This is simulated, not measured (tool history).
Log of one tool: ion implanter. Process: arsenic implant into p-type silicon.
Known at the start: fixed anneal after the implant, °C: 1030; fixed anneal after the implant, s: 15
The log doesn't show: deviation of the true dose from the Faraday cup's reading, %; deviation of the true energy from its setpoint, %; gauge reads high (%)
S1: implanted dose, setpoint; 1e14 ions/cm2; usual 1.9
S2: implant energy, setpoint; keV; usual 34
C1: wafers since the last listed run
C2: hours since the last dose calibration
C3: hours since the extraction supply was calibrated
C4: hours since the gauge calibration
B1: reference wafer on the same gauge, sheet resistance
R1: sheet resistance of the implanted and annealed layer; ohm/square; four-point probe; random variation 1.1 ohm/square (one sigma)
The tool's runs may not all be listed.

run   hour    S1    S2    C1      C2      C3     C4      B1      R1
  1      0   1.9  39.5     0  1604.3  4335.1  280.2   375.9   377.1
  2   29.1   1.9  39.5   367  1633.4  4364.2  309.3  375.63  378.56
  3   53.5   1.9  39.5   308  1657.8  4388.6  333.7  376.26  377.32
  4   67.1   1.9    34   171  1671.4  4402.2  347.3  376.03  386.78
  5   95.9   1.9    34   363  1700.2    4431  376.1  376.28  388.85
  6  120.1   1.9    34   305  1724.4  4455.2  400.3  376.11  388.85
  7    156  1.56  36.5   453  1760.3  4491.1  436.2  376.26   440.2
  8  171.7   1.9  40.5   198    1776  4506.8  451.9  376.07   375.3
  9  194.3   1.9    34   285  1798.6  4529.4  474.5  376.01  383.97
 10  218.8   1.9    34   309  1823.1  4553.9    499  376.02  387.63
 11  246.4   1.9    37   348  1850.7  4581.5  526.6  375.87  379.73
 12  270.3   1.9    37   302  1874.6  4605.4  550.5  376.33  381.28
 13  298.8   1.9    37   360  1903.1  4633.9    579  376.18   381.6
 14  332.3   1.9    34   423  1936.6  4667.4  612.5  375.86  385.98
 15  355.2   1.9    34   289  1959.5  4690.3  635.4  376.12  385.48
 16  371.5  2.25    34   205  1975.8  4706.6  651.7  375.63  341.22
 17  393.7  2.25    34   280    1998  4728.8  673.9  376.12  339.76
     416.7  -- gauge calibrated
 18  428.7   1.9    26   442    2033  4763.8     12     376  400.25
 19  512.8   1.9  41.5  1062  2117.1  4847.9   96.1  375.56  372.16
 20  534.3  1.37  24.5   271  2138.6  4869.4  117.6  376.08  512.98
 21  548.4   1.9    24   178  2152.7  4883.5  131.7  375.94  404.62
 22  579.8   1.9    34   396  2184.1  4914.9  163.1  375.81  382.73
 23  594.6   1.9    34   187  2198.9  4929.7  177.9  375.74  384.82
     605.5  -- extraction supply calibrated
     624.5  -- Faraday cup replaced and dose calibrated
 24  627.6  1.49    34   214     3.1    22.1  210.9  375.93  472.54
 25  650.9  1.56    34   294    26.4    45.4  234.2  376.13  460.03
 26  669.5   1.9    34   235      45      64  252.8  375.89  398.77
 27  689.4   2.4    43   251    64.9    83.9  272.7  375.81  324.53
 28  721.1   1.9    34   400    96.6   115.6  304.4  376.01  396.36
 29  756.9  1.41  22.5   452   132.4   151.4  340.2     376  524.98
 30  774.4   1.4  40.5   221   149.9   168.9  357.7   375.9  476.46
 31  800.4   1.9    30   328   175.9   194.9  383.7  375.81  404.42
 32    818  1.38    31   222   193.5   212.5  401.3     376  504.36

4 ways to go on from here, each from the tool as it stands after run 32. What would each give?
  A  818.4   1.9  34   5  193.9  212.9  401.7   ?   ?
  B  818.4  2.07  30   5  193.9  212.9  401.7   ?   ?
  C  818.4   1.9  22   5  193.9  212.9  401.7   ?   ?
  D  818.4  2.34  29   5  193.9  212.9  401.7   ?   ?

run      B1      R1
  A  375.58  397.08
  B  375.58  380.19
  C  375.58  423.75
  D  375.58  348.96
Without the tool's hidden state the same runs would have given:
run      R1
  A  398.02
  B  381.11
  C  424.78
  D  349.81

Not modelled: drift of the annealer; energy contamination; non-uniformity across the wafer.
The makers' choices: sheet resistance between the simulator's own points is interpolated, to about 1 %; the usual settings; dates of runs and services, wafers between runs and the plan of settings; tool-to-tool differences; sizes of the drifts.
